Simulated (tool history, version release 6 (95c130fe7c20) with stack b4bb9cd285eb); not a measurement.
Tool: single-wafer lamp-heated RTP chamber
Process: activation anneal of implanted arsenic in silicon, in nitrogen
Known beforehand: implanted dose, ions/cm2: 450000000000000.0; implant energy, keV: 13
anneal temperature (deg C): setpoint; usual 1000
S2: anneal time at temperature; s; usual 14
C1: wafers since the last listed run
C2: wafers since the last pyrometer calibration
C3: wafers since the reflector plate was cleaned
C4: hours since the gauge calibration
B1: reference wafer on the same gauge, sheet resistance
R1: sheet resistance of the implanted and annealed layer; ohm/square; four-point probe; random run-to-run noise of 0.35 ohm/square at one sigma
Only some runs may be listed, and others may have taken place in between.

run 1 day=0 | anneal_temperature_(deg_C)=1012 S2=14 | C1=0 C2=1522 C3=10204 C4=209.9 | B1=196.98 | R1=231.97
run 2 day=0.775 | anneal_temperature_(deg_C)=1012 S2=14 | C1=140 C2=1663 C3=10344 C4=228.5 | B1=197.01 | R1=230.79
run 3 day=1.329 | anneal_temperature_(deg_C)=1012 S2=14 | C1=100 C2=1763 C3=10445 C4=241.8 | B1=196.99 | R1=230.85
run 4 day=2.825 | anneal_temperature_(deg_C)=1000 S2=14 | C1=271 C2=2035 C3=10717 C4=277.7 | B1=197.03 | R1=232.4
run 5 day=3.971 | anneal_temperature_(deg_C)=1000 S2=14 | C1=208 C2=2243 C3=10925 C4=305.2 | B1=196.99 | R1=232.68
run 6 day=5.15 | anneal_temperature_(deg_C)=1000 S2=14 | C1=214 C2=2457 C3=11139 C4=333.5 | B1=197.01 | R1=232.09
run 7 day=6.208 | anneal_temperature_(deg_C)=988 S2=16 | C1=192 C2=2649 C3=11331 C4=358.9 | B1=196.95 | R1=233.16
run 8 day=7.208 | anneal_temperature_(deg_C)=1000 S2=11 | C1=181 C2=2831 C3=11512 C4=382.9 | B1=197.03 | R1=234.12
run 9 day=7.738 | anneal_temperature_(deg_C)=1000 S2=14 | C1=96 C2=2927 C3=11608 C4=395.6 | B1=197 | R1=232.21
run 10 day=12.038 | anneal_temperature_(deg_C)=1000 S2=14 | C1=780 C2=3707 C3=12389 C4=498.8 | B1=197 | R1=231.98
-- day=12.917 pyrometer window cleaned and pyrometer calibrated
run 11 day=13.183 | anneal_temperature_(deg_C)=1000 S2=14 | C1=147 C2=48 C3=12537 C4=526.3 | B1=197.03 | R1=233.8
run 12 day=14.35 | anneal_temperature_(deg_C)=1000 S2=14 | C1=211 C2=260 C3=12748 C4=554.3 | B1=197.06 | R1=233.2
-- day=15.004 reflector plate cleaned
run 13 day=15.179 | anneal_temperature_(deg_C)=1000 S2=14 | C1=90 C2=350 C3=31 C4=574.2 | B1=197.02 | R1=233.27
run 14 day=16.062 | anneal_temperature_(deg_C)=1000 S2=14 | C1=160 C2=510 C3=192 C4=595.4 | B1=197.02 | R1=233.56
run 15 day=16.658 | anneal_temperature_(deg_C)=1000 S2=14 | C1=108 C2=618 C3=300 C4=609.7 | B1=197 | R1=233.61
run 16 day=18.004 | anneal_temperature_(deg_C)=1000 S2=18 | C1=244 C2=863 C3=544 C4=642 | B1=196.98 | R1=231.18
run 17 day=19.217 | anneal_temperature_(deg_C)=1000 S2=18 | C1=220 C2=1083 C3=764 C4=671.1 | B1=197.03 | R1=231.37
run 18 day=19.933 | anneal_temperature_(deg_C)=1025 S2=14 | C1=130 C2=1213 C3=894 C4=688.3 | B1=197 | R1=229.07
run 19 day=22.692 | anneal_temperature_(deg_C)=989 S2=22 | C1=500 C2=1713 C3=1395 C4=754.5 | B1=196.98 | R1=231.05
run 20 day=23.596 | anneal_temperature_(deg_C)=1008 S2=9 | C1=164 C2=1878 C3=1559 C4=776.2 | B1=197.03 | R1=234.46
run 21 day=24.467 | anneal_temperature_(deg_C)=1000 S2=14 | C1=158 C2=2036 C3=1717 C4=797.1 | B1=196.99 | R1=233.3
run 22 day=25.392 | anneal_temperature_(deg_C)=1027 S2=6 | C1=167 C2=2204 C3=1885 C4=819.3 | B1=197 | R1=235.22
-- day=26.325 gauge calibrated
run 23 day=26.779 | anneal_temperature_(deg_C)=1000 S2=14 | C1=251 C2=2456 C3=2137 C4=10.9 | B1=197.03 | R1=232.1
run 24 day=27.954 | anneal_temperature_(deg_C)=1000 S2=14 | C1=213 C2=2669 C3=2350 C4=39.1 | B1=196.98 | R1=232.55
run 25 day=28.983 | anneal_temperature_(deg_C)=1000 S2=10 | C1=186 C2=2856 C3=2537 C4=63.8 | B1=197 | R1=234.53
-- day=30.017 pyrometer window cleaned and pyrometer calibrated
run 26 day=30.308 | anneal_temperature_(deg_C)=1000 S2=19 | C1=180 C2=52 C3=2717 C4=95.6 | B1=196.96 | R1=231.26
run 27 day=30.854 | anneal_temperature_(deg_C)=977 S2=7 | C1=99 C2=151 C3=2816 C4=108.7 | B1=196.97 | R1=240.48
run 28 day=31.75 | anneal_temperature_(deg_C)=986 S2=9 | C1=162 C2=314 C3=2979 C4=130.2 | B1=197.02 | R1=237.75
run 29 day=33.117 | anneal_temperature_(deg_C)=974 S2=8 | C1=248 C2=562 C3=3227 C4=163 | B1=196.95 | R1=239.3
run 30 day=34.121 | anneal_temperature_(deg_C)=1014 S2=14 | C1=182 C2=744 C3=3409 C4=187.1 | B1=197.03 | R1=231.98
run 31 day=35.604 | anneal_temperature_(deg_C)=1016 S2=11 | C1=269 C2=1014 C3=3679 C4=222.7 | B1=196.98 | R1=233.71
run 32 day=37.592 | anneal_temperature_(deg_C)=1000 S2=22 | C1=360 C2=1374 C3=4039 C4=270.4 | B1=196.98 | R1=229.47
run 33 day=38.271 | anneal_temperature_(deg_C)=1009 S2=14 | C1=123 C2=1498 C3=4163 C4=286.7 | B1=196.98 | R1=232.26
run 34 day=39.479 | anneal_temperature_(deg_C)=982 S2=6 | C1=219 C2=1717 C3=4382 C4=315.7 | B1=196.97 | R1=240.43

A few steps of R1 between consecutive runs. Split each: what settings, incoming material and random variation would produce without the hidden state, and what is left over for the hidden state, along with gauge scatter present in only one of the two compared results (measured, and without hidden state):
The hidden state here: true wafer temperature minus pyrometer reading, K; wafer temperature error from the tarnished reflector plate, K; gauge reads high (%).
Run 9 -> 10: no setting touched and nothing written in the log between the runs. R1 -0.23 ohm/square: hidden state -0.4, all else +0.17.
Run 10 -> 11: pyrometer window cleaned and pyrometer calibrated. R1 +1.82 ohm/square: hidden state +1.76, all else +0.06.
Run 25 -> 26: S2 10 -> 19, pyrometer window cleaned and pyrometer calibrated. R1 -3.27 ohm/square: hidden state +1.15, all else -4.42.
Run 26 -> 27: anneal temperature (deg C) 1000 -> 977, S2 19 -> 7. R1 +9.22 ohm/square: hidden state -0.04, all else +9.26.
Run 29 -> 30: anneal temperature (deg C) 974 -> 1014, S2 8 -> 14. R1 -7.32 ohm/square: hidden state -0.13, all else -7.19.
Run 33 -> 34: anneal temperature (deg C) 1009 -> 982, S2 14 -> 6. R1 +8.17 ohm/square: hidden state -0.03, all else +8.2.
